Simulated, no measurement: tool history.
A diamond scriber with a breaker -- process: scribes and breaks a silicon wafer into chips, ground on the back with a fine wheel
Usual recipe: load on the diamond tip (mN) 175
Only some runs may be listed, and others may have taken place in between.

| run | hour | load on the diamond tip (mN) | wafers since the last listed run | hours since the diamond tip was replaced | hours since the load on the tip was calibrated | incoming depth of the damage left on the back of the incoming wafer, um | depth of the median crack under the scribed line (um) | chips rejected at inspection after the break (%) |
|---|---|---|---|---|---|---|---|---|
| 1 | 0.0 | 175 | 0 | 425.3 | 313.2 | 2.31 | 7.41 | 8.50 |
| 2 | 29.8 | 175 | 250 | 455.1 | 343.0 | 2.69 | 7.37 | 10.26 |
| 3 | 45.2 | 175 | 129 | 470.5 | 358.4 | 1.77 | 7.17 | 7.58 |
| 4 | 81.0 | 205 | 301 | 506.3 | 394.2 | 2.87 | 8.13 | 7.14 |
| 5 | 112.2 | 205 | 262 | 537.5 | 425.4 | 1.58 | 8.03 | 3.88 |
| 6 | 136.7 | 205 | 206 | 562.0 | 449.9 | 2.51 | 8.11 | 6.37 |
| 7 | 152.6 | 161 | 133 | 577.9 | 465.8 | 2.05 | 6.64 | 13.82 |
| 8 | 176.4 | 175 | 200 | 601.7 | 489.6 | 2.72 | 6.95 | 14.27 |
| 9 | 209.9 | 159 | 282 | 635.2 | 523.1 | 2.85 | 6.53 | 19.26 |
| 10 | 225.3 | 216 | 129 | 650.6 | 538.5 | 1.53 | 8.17 | 3.28 |
|  | 250.0 | load on the tip recalibrated |
| 11 | 260.2 | 221 | 277 | 685.5 | 10.2 | 3.00 | 9.23 | 5.76 |
| 12 | 286.0 | 202 | 217 | 711.3 | 36.0 | 2.58 | 8.54 | 4.87 |
| 13 | 313.5 | 158 | 231 | 738.8 | 63.5 | 1.94 | 7.09 | 9.23 |
|  | 350.9 | diamond tip replaced by a new one |
| 14 | 351.4 | 175 | 302 | 0.5 | 101.4 | 2.64 | 8.25 | 5.70 |
| 15 | 452.6 | 213 | 852 | 101.7 | 202.6 | 2.11 | 9.33 | 3.33 |
| 16 | 470.3 | 175 | 149 | 119.4 | 220.3 | 1.70 | 8.08 | 3.96 |
| 17 | 498.3 | 175 | 235 | 147.4 | 248.3 | 2.97 | 7.77 | 7.89 |
| 18 | 522.0 | 132 | 199 | 171.1 | 272.0 | 2.82 | 6.42 | 19.98 |
| 19 | 537.6 | 175 | 131 | 186.7 | 287.6 | 2.46 | 7.69 | 6.58 |

Consider 5 possible next runs. They are alternatives, not a sequence: every one starts from the tool as it was left by run 19. What does each give?
| A | 538.1 | 175 | 4 | 187.2 | 288.1 | 2.62 | ? | ? |
| B | 538.1 | 141 | 4 | 187.2 | 288.1 | 2.62 | ? | ? |
| C | 538.1 | 200 | 4 | 187.2 | 288.1 | 2.62 | ? | ? |
| D | 538.1 | 196 | 4 | 187.2 | 288.1 | 2.62 | ? | ? |
| E | 538.1 | 127 | 4 | 187.2 | 288.1 | 2.62 | ? | ? |

| run | depth of the median crack under the scribed line (um) | chips rejected at inspection after the break (%) |
|---|---|---|
| A | 7.94 | 7.32 |
| B | 6.79 | 15.65 |
| C | 8.73 | 4.86 |
| D | 8.61 | 5.10 |
| E | 6.29 | 21.47 |
Stripped of hidden state, with their random variation kept, the same runs would have yielded:
| run | depth of the median crack under the scribed line (um) | chips rejected at inspection after the break (%) |
|---|---|---|
| A | 9.02 | 4.51 |
| B | 7.71 | 8.49 |
| C | 9.92 | 4.85 |
| D | 9.78 | 4.66 |
| E | 7.14 | 12.43 |

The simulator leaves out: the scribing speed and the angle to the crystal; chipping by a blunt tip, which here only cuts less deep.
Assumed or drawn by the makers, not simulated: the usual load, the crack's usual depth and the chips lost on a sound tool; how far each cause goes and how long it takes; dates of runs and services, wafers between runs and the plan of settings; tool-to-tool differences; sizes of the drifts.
